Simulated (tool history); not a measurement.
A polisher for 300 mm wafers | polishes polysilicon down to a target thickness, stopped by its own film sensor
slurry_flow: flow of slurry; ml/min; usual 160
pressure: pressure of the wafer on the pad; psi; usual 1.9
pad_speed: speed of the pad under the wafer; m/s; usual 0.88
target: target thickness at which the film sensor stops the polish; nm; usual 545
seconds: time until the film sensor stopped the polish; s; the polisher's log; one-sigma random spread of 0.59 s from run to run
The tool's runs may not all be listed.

run	hour	slurry_flow	pressure	pad_speed	target	incoming thickness of the incoming film, nm	seconds
1	0.0	160	1.9	0.88	545	885.3	70.2
2	19.1	200	1.9	0.88	470	881.4	80.7
3	37.9	200	1.9	0.88	470	864.2	76.6
# hour 72.4: worn pad replaced by a new one
4	73.7	160	1.9	0.88	545	879.3	68.2
5	87.2	160	1.9	0.88	545	892.7	71.1
6	114.7	160	1.9	0.88	545	873.3	66.2
# hour 145.6: head pressure recalibrated
7	183.6	160	1.9	0.88	545	884.8	69.5
# hour 219.5: worn pad replaced by a new one
8	220.0	160	1.9	0.88	545	876.8	67.7
9	246.3	210	1.9	1.04	545	888.1	60.4
10	271.8	160	1.9	0.88	545	878.6	68.8
# hour 283.9: slurry nozzle cleaned
11	307.7	135	1.9	0.88	430	870.4	94.3
12	327.6	115	1.9	0.88	545	887.2	74.1
# hour 341.4: worn pad replaced by a new one
13	346.4	135	1.9	0.88	430	884.2	94.2
14	370.9	215	1.9	0.88	475	876.4	78.2

State the hidden condition of the tool at each of the runs:
removal rate lost through wear of the pad, %: 0 at every run
slurry flow missing at the pad, %: 0 at every run
deviation of the head's pressure from its setpoint, %: 0 at every run
